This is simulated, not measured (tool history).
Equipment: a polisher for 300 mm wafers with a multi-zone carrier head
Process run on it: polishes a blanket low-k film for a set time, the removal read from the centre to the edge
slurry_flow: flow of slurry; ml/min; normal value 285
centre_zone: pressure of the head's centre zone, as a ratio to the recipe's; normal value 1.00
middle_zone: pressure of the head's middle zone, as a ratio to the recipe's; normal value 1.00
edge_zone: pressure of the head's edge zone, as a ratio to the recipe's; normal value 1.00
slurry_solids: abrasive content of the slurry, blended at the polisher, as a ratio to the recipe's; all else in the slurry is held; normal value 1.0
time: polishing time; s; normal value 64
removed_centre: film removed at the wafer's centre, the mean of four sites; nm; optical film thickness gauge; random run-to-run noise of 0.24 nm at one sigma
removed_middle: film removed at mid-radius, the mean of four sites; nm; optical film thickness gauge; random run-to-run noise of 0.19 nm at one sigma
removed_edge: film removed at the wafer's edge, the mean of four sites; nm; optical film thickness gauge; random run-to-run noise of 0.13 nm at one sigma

| run | day | slurry_flow | centre_zone | middle_zone | edge_zone | slurry_solids | time | wafers since the last listed run | wafers polished on this pad | hours since the slurry nozzle was cleaned | hours since the centre zone pressure was calibrated | hours since the edge zone pressure was calibrated | hours since the carrier head's membrane was replaced | incoming thickness of the incoming film, nm | removed_centre | removed_middle | removed_edge |
|---|---|---|---|---|---|---|---|---|---|---|---|---|---|---|---|---|---|
| 1 | 0.000 | 285 | 1.00 | 1.00 | 1.00 | 1.0 | 64 | 0 | 24 | 258.3 | 760.6 | 1245.4 | 1651.8 | 765.2 | 18.1 | 18.2 | 17.6 |
| 2 | 0.675 | 285 | 1.00 | 1.00 | 1.00 | 1.0 | 64 | 90 | 114 | 274.5 | 776.8 | 1261.6 | 1668.0 | 761.4 | 18.1 | 17.9 | 17.2 |
|  | 1.425 | slurry nozzle cleaned |
| 3 | 1.446 | 285 | 1.00 | 1.00 | 1.00 | 1.0 | 64 | 97 | 212 | 0.5 | 795.3 | 1280.1 | 1686.5 | 760.3 | 17.8 | 17.6 | 17.0 |
| 4 | 2.112 | 285 | 1.00 | 1.00 | 1.00 | 1.0 | 64 | 89 | 301 | 16.5 | 811.3 | 1296.1 | 1702.5 | 768.4 | 17.1 | 17.4 | 17.1 |
| 5 | 3.600 | 285 | 1.00 | 1.00 | 1.00 | 1.0 | 64 | 198 | 500 | 52.2 | 847.0 | 1331.8 | 1738.2 | 754.8 | 17.6 | 17.6 | 16.5 |
| 6 | 4.475 | 285 | 1.00 | 1.00 | 1.00 | 1.1 | 64 | 116 | 617 | 73.2 | 868.0 | 1352.8 | 1759.2 | 759.8 | 17.9 | 17.6 | 17.0 |
| 7 | 5.329 | 360 | 1.00 | 1.00 | 0.92 | 1.0 | 64 | 114 | 731 | 93.7 | 888.5 | 1373.3 | 1779.7 | 757.5 | 17.4 | 17.5 | 16.1 |
|  | 5.775 | carrier head's membrane replaced by a new one |
|  | 5.954 | worn pad replaced by a new one |
| 8 | 6.188 | 285 | 1.00 | 1.00 | 1.00 | 1.0 | 64 | 64 | 31 | 114.3 | 909.1 | 1393.9 | 9.9 | 761.7 | 17.9 | 18.2 | 17.3 |
| 9 | 6.692 | 285 | 1.00 | 1.09 | 1.00 | 1.0 | 64 | 67 | 98 | 126.4 | 921.2 | 1406.0 | 22.0 | 764.4 | 17.9 | 19.2 | 17.3 |
| 10 | 7.438 | 285 | 1.00 | 0.91 | 1.00 | 1.0 | 64 | 99 | 198 | 144.3 | 939.1 | 1423.9 | 39.9 | 765.4 | 17.7 | 16.2 | 16.9 |
| 11 | 8.212 | 285 | 1.00 | 1.04 | 1.00 | 1.1 | 51 | 103 | 301 | 162.9 | 957.7 | 1442.5 | 58.5 | 748.8 | 14.7 | 14.9 | 13.9 |
| 12 | 9.000 | 190 | 1.00 | 1.04 | 1.00 | 1.0 | 64 | 105 | 407 | 181.8 | 976.6 | 1461.4 | 77.4 | 760.5 | 16.5 | 17.1 | 16.2 |
| 13 | 10.162 | 190 | 1.00 | 1.06 | 1.08 | 1.2 | 64 | 155 | 562 | 209.7 | 1004.5 | 1489.3 | 105.3 | 760.3 | 17.5 | 18.3 | 17.5 |
|  | 10.625 | edge zone pressure recalibrated |
| 14 | 10.950 | 285 | 1.00 | 1.00 | 0.91 | 1.0 | 51 | 94 | 656 | 228.6 | 1023.4 | 7.8 | 124.2 | 750.8 | 13.8 | 13.7 | 12.6 |
|  | 11.829 | centre zone pressure recalibrated |
|  | 12.025 | worn pad replaced by a new one |
| 15 | 12.046 | 380 | 1.00 | 1.05 | 1.00 | 0.7 | 85 | 113 | 2 | 254.9 | 5.2 | 34.1 | 150.5 | 761.1 | 22.0 | 22.6 | 20.9 |
| 16 | 13.117 | 210 | 1.00 | 1.00 | 0.89 | 1.0 | 58 | 143 | 146 | 280.6 | 30.9 | 59.8 | 176.2 | 774.2 | 15.0 | 15.2 | 14.1 |
| 17 | 14.321 | 285 | 0.94 | 1.00 | 1.00 | 0.9 | 64 | 160 | 306 | 309.5 | 59.8 | 88.7 | 205.1 | 752.6 | 15.3 | 16.7 | 16.1 |
| 18 | 15.792 | 285 | 1.00 | 0.92 | 1.00 | 1.0 | 64 | 196 | 503 | 344.8 | 95.1 | 124.0 | 240.4 | 742.8 | 17.2 | 16.2 | 16.5 |
|  | 16.683 | slurry nozzle cleaned |
| 19 | 17.283 | 285 | 1.00 | 1.00 | 1.00 | 1.0 | 64 | 193 | 697 | 14.4 | 130.9 | 159.8 | 276.2 | 754.5 | 17.7 | 16.7 | 16.6 |
| 20 | 18.246 | 285 | 1.00 | 1.00 | 1.00 | 1.0 | 64 | 128 | 826 | 37.5 | 154.0 | 182.9 | 299.3 | 755.8 | 17.0 | 17.0 | 16.7 |
| 21 | 18.908 | 285 | 1.06 | 1.00 | 1.00 | 1.0 | 64 | 88 | 914 | 53.4 | 169.9 | 198.8 | 315.2 | 769.7 | 18.3 | 16.9 | 16.5 |

Hidden state or all else? Some run-to-run changes of removed_centre, split into what the settings, what came in and random variation would give without the hidden state, and what is left for the hidden state (with any gauge scatter that isn't in both results):
Hidden conditions of the tool in this case: removal rate lost through wear of the pad, %; slurry flow missing at the pad, %; deviation of the centre zone's pressure from its setpoint, %; deviation of the edge zone's pressure from its setpoint, %.
Run 7 -> 8: slurry_flow 360 -> 285, edge_zone 0.92 -> 1.00, carrier head's membrane replaced by a new one, worn pad replaced by a new one. removed_centre +0.5 nm: hidden state +1.0, all else -0.5.
Run 14 -> 15: slurry_flow 285 -> 380, middle_zone 1.00 -> 1.05, edge_zone 0.91 -> 1.00, slurry_solids 1.0 -> 0.7, time 51 -> 85, centre zone pressure recalibrated, worn pad replaced by a new one. removed_centre +8.2 nm: hidden state +0.7, all else +7.5.
Run 15 -> 16: slurry_flow 380 -> 210, middle_zone 1.05 -> 1.00, edge_zone 1.00 -> 0.89, slurry_solids 0.7 -> 1.0, time 85 -> 58. removed_centre -7.0 nm: hidden state -0.4, all else -6.6.
